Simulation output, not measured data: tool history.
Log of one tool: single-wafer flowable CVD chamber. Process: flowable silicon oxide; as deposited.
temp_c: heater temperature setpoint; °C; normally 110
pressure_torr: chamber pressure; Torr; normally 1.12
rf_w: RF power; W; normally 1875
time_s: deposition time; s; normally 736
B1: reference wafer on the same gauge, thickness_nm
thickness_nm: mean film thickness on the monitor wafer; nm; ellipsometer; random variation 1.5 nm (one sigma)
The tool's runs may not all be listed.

{"run": 1, "day": 0.0, "temp_c": 110, "pressure_torr": 1.12, "rf_w": 1875, "time_s": 736, "B1": 551.818, "thickness_nm": 468.546}
{"run": 2, "day": 0.971, "temp_c": 110, "pressure_torr": 1.12, "rf_w": 1875, "time_s": 736, "B1": 552.181, "thickness_nm": 470.869}
{"run": 3, "day": 1.554, "temp_c": 110, "pressure_torr": 1.12, "rf_w": 1875, "time_s": 736, "B1": 552.68, "thickness_nm": 469.796}
{"run": 4, "day": 2.708, "temp_c": 110, "pressure_torr": 1.12, "rf_w": 1875, "time_s": 736, "B1": 553.126, "thickness_nm": 470.305}
{"run": 5, "day": 6.2, "temp_c": 122, "pressure_torr": 1.12, "rf_w": 1960, "time_s": 736, "B1": 555.282, "thickness_nm": 338.181}
{"run": 6, "day": 7.617, "temp_c": 122, "pressure_torr": 1.12, "rf_w": 1960, "time_s": 736, "B1": 555.669, "thickness_nm": 337.468}
{"day": 8.517, "done": "gauge calibrated"}
{"day": 8.712, "done": "RF generator calibrated"}
{"run": 7, "day": 8.733, "temp_c": 110, "pressure_torr": 1.12, "rf_w": 1875, "time_s": 736, "B1": 548.482, "thickness_nm": 465.446}
{"run": 8, "day": 9.696, "temp_c": 110, "pressure_torr": 1.12, "rf_w": 1875, "time_s": 736, "B1": 549.11, "thickness_nm": 467.602}
{"run": 9, "day": 10.588, "temp_c": 119, "pressure_torr": 1.01, "rf_w": 1875, "time_s": 736, "B1": 549.69, "thickness_nm": 325.003}
{"day": 11.642, "done": "thermocouple changed; heater temperature recalibrated"}
{"run": 10, "day": 11.929, "temp_c": 119, "pressure_torr": 1.01, "rf_w": 1875, "time_s": 736, "B1": 550.101, "thickness_nm": 324.179}
{"day": 13.471, "done": "capacitance manometer re-zeroed and calibrated"}
{"run": 11, "day": 13.492, "temp_c": 104, "pressure_torr": 1.12, "rf_w": 1740, "time_s": 736, "B1": 550.914, "thickness_nm": 554.912}
{"run": 12, "day": 14.688, "temp_c": 110, "pressure_torr": 1.12, "rf_w": 1875, "time_s": 736, "B1": 551.545, "thickness_nm": 468.419}
{"run": 13, "day": 15.733, "temp_c": 110, "pressure_torr": 1.12, "rf_w": 1720, "time_s": 736, "B1": 552.128, "thickness_nm": 461.82}
{"run": 14, "day": 16.917, "temp_c": 110, "pressure_torr": 1.12, "rf_w": 1875, "time_s": 736, "B1": 552.983, "thickness_nm": 468.086}
{"day": 17.883, "done": "showerhead replaced"}
{"run": 15, "day": 17.979, "temp_c": 110, "pressure_torr": 1.12, "rf_w": 1875, "time_s": 736, "B1": 553.404, "thickness_nm": 470.933}
{"run": 16, "day": 18.95, "temp_c": 98, "pressure_torr": 1.12, "rf_w": 2170, "time_s": 736, "B1": 554.273, "thickness_nm": 696.126}
{"run": 17, "day": 19.925, "temp_c": 110, "pressure_torr": 1.12, "rf_w": 1875, "time_s": 632, "B1": 554.551, "thickness_nm": 404.538}
{"run": 18, "day": 20.704, "temp_c": 115, "pressure_torr": 1.26, "rf_w": 1875, "time_s": 736, "B1": 554.847, "thickness_nm": 457.22}
{"run": 19, "day": 21.738, "temp_c": 100, "pressure_torr": 1.12, "rf_w": 1590, "time_s": 794, "B1": 555.661, "thickness_nm": 672.317}
{"run": 20, "day": 22.475, "temp_c": 110, "pressure_torr": 1.23, "rf_w": 1875, "time_s": 736, "B1": 555.685, "thickness_nm": 517.937}
{"day": 22.658, "done": "gauge calibrated"}
{"run": 21, "day": 23.021, "temp_c": 110, "pressure_torr": 1, "rf_w": 1875, "time_s": 847, "B1": 547.47, "thickness_nm": 477.549}

Branching from run 21: 4 alternative next runs. What would each branch give?
{"run": "A", "day": 23.046, "temp_c": 110, "pressure_torr": 1.12, "rf_w": 1875, "time_s": 736, "B1": "?", "thickness_nm": "?"}
{"run": "B", "day": 23.046, "temp_c": 105, "pressure_torr": 1.36, "rf_w": 2225, "time_s": 827, "B1": "?", "thickness_nm": "?"}
{"run": "C", "day": 23.046, "temp_c": 117, "pressure_torr": 1.23, "rf_w": 1730, "time_s": 633, "B1": "?", "thickness_nm": "?"}
{"run": "D", "day": 23.046, "temp_c": 110, "pressure_torr": 0.96, "rf_w": 1735, "time_s": 736, "B1": "?", "thickness_nm": "?"}

run=A B1=547.688 thickness_nm=464.254
run=B B1=547.688 thickness_nm=754.95
run=C B1=547.688 thickness_nm=352.718
run=D B1=547.688 thickness_nm=390.434
With no hidden state in the tool, these same runs would have given:
run=A thickness_nm=464.62
run=B thickness_nm=755.545
run=C thickness_nm=352.996
run=D thickness_nm=390.742

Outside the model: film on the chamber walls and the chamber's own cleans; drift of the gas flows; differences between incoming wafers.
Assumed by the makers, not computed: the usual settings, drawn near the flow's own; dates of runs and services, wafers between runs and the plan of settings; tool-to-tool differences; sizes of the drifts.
